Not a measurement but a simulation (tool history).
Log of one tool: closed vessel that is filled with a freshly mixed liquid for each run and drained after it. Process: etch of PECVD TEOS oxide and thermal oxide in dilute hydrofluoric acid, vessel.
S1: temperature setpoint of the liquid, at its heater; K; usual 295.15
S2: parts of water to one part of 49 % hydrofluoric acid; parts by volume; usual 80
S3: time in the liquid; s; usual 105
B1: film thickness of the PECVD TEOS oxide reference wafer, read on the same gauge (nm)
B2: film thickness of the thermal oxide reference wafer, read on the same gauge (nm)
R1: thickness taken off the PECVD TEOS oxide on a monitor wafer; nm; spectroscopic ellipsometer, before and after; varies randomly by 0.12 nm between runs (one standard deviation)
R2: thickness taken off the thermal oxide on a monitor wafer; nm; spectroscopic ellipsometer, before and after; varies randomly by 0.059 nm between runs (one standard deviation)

run    hour      S1   S2   S3      B1      B2     R1     R2
  1     0.0  295.15   80  105  120.00  110.02  35.61   6.39
  2    54.8  295.15   80  105  120.03  109.97  35.67   6.44
  3   116.4  295.15   80  105  120.05  110.00  35.48   6.43
  4   175.4  295.15   80  105  119.98  110.01  35.61   6.24
  5   210.3  295.15  105  105  120.04  110.02  26.47   4.70
  6   265.0  295.15  105  105  120.00  110.03  26.24   4.76
      304.4  -- hydrofluoric acid flow meter replaced
  7   307.4  295.15   80  105  120.00  109.99  34.82   6.27
  8   333.0  298.65  105   75  119.97  109.98  21.19   3.78
  9   394.2  295.15   80  105  119.96  110.00  35.10   6.23
 10   448.4  295.15   80  105  120.02  109.98  34.91   6.24
 11   488.7  295.15   80  105  119.97  109.98  34.66   6.25
 12   513.5  295.15   45  105  120.03  109.99  65.13  11.69
      557.2  -- hydrofluoric acid flow meter replaced, repeated, since the last time left the tool worse
 13   562.1  295.15   50  105  120.06  109.99  60.60  10.92
 14   599.8  292.15  110  135  119.98  110.02  29.18   5.22
 15   630.7  295.15   80  105  120.01  110.01  36.65   6.60
 16   698.7  295.15  120  105  120.01  110.04  23.11   4.16
      707.6  -- gauge calibrated
 17   743.8  297.65   45  105  120.01  110.00  75.18  13.57
 18   786.3  299.15   80  105  120.03  109.98  42.76   7.61
 19   856.7  295.15   80  105  120.03  109.97  36.28   6.44
 20   891.6  295.15   95  105  120.00  110.02  29.91   5.36
 21   932.7  290.15   60  125  119.99  109.98  47.53   8.46
 22  1003.2  292.15   80   80  120.00  109.99  24.40   4.34
 23  1039.2  295.15   80  105  120.00  110.00  36.08   6.36
 24  1073.5  295.15   80  105  120.01  110.00  35.95   6.54
 25  1139.4  290.65   50  105  120.06  109.98  49.47   8.76
 26  1194.0  293.65   55   85  120.00  109.98  41.06   7.30
 27  1256.9  293.15  120   60  119.95  110.02  12.10   2.16

Below are 3 alternative next runs, each starting from the tool's condition after run 27. Predict each:
  A  1257.6  295.15   80   70   ?   ?   ?   ?
  B  1257.6  295.15   80  125   ?   ?   ?   ?
  C  1257.6  293.15  115  135   ?   ?   ?   ?

run      B1      B2     R1    R2
  A  119.95  110.00  23.78  4.34
  B  119.95  110.00  42.46  7.75
  C  119.95  110.00  28.23  5.15
What these runs would have given with no unlogged condition in the tool:
run     R1    R2
  A  24.18  4.41
  B  43.18  7.88
  C  28.72  5.24
